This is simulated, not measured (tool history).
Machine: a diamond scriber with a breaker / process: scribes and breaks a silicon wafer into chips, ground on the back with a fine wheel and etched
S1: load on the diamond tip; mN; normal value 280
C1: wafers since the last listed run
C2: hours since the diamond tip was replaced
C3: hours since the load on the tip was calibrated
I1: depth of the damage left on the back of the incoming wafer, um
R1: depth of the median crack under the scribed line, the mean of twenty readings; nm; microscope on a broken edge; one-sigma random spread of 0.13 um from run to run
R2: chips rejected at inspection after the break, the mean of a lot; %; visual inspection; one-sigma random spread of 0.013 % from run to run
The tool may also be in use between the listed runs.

run    hour   S1   C1     C2      C3    I1     R1    R2
  1     0.0  280    0  148.9  1360.7  0.66  11110  0.65
  2    40.7  280  114  189.6  1401.4  0.32  10880  0.58
  3    72.9  310   90  221.8  1433.6  0.35  11500  1.44
  4   140.0  310  188  288.9  1500.7  0.59  11590  1.32
  5   200.9  310  171  349.8  1561.6  0.68  11610  1.21
  6   232.5  214   88  381.4  1593.2  0.69   9300  2.03
  7   437.8  214  577  586.7  1798.5  0.76   9050  3.07
      471.8  -- load on the tip recalibrated
      479.8  -- diamond tip replaced by a new one
  8   565.3  214  347   85.5    93.5  0.36   9140  2.92
  9   608.1  229  120  128.3   136.3  0.54   9160  1.86
 10   656.4  311  135  176.6   184.6  0.63  11180  0.70
 11   697.3  311  115  217.5   225.5  0.75  11270  0.70
 12   755.0  311  162  275.2   283.2  0.37  10920  0.67
 13   795.5  331  113  315.7   323.7  0.33  11270  1.08
 14   853.4  238  162  373.6   381.6  0.36   9190  1.68
 15   973.5  280  337  493.7   501.7  0.48  10400  0.56
 16  1040.7  357  189  560.9   568.9  0.44  11540  1.27
     1080.7  -- diamond tip replaced by a new one
 17  1104.7  228  174   24.0   632.9  0.77   9590  1.40
 18  1175.9  280  200   95.2   704.1  0.47  11030  0.45
 19  1240.6  211  182  159.9   768.8  0.52   9300  2.40
 20  1289.0  244  136  208.3   817.2  0.61   9880  0.77
 21  1352.1  311  177  271.4   880.3  0.51  11560  0.97
 22  1414.1  318  174  333.4   942.3  0.78  11590  1.17
 23  1478.1  328  180  397.4  1006.3  0.52  11510  1.31
 24  1511.9  280   95  431.2  1040.1  0.70  10240  0.43

Here are 3 independent what-if runs from the current tool condition. What would each one return?
  A  1512.6  212   1  431.9  1040.8  0.44   ?   ?
  B  1512.6  220   1  431.9  1040.8  0.44   ?   ?
  C  1512.6  198   1  431.9  1040.8  0.44   ?   ?

run    R1    R2
  A  9240  3.13
  B  9430  2.49
  C  8890  4.53
With the hidden condition removed and each run's random variation left untouched, the same runs would have given:
run    R1    R2
  A  9250  3.08
  B  9440  2.44
  C  8910  4.46

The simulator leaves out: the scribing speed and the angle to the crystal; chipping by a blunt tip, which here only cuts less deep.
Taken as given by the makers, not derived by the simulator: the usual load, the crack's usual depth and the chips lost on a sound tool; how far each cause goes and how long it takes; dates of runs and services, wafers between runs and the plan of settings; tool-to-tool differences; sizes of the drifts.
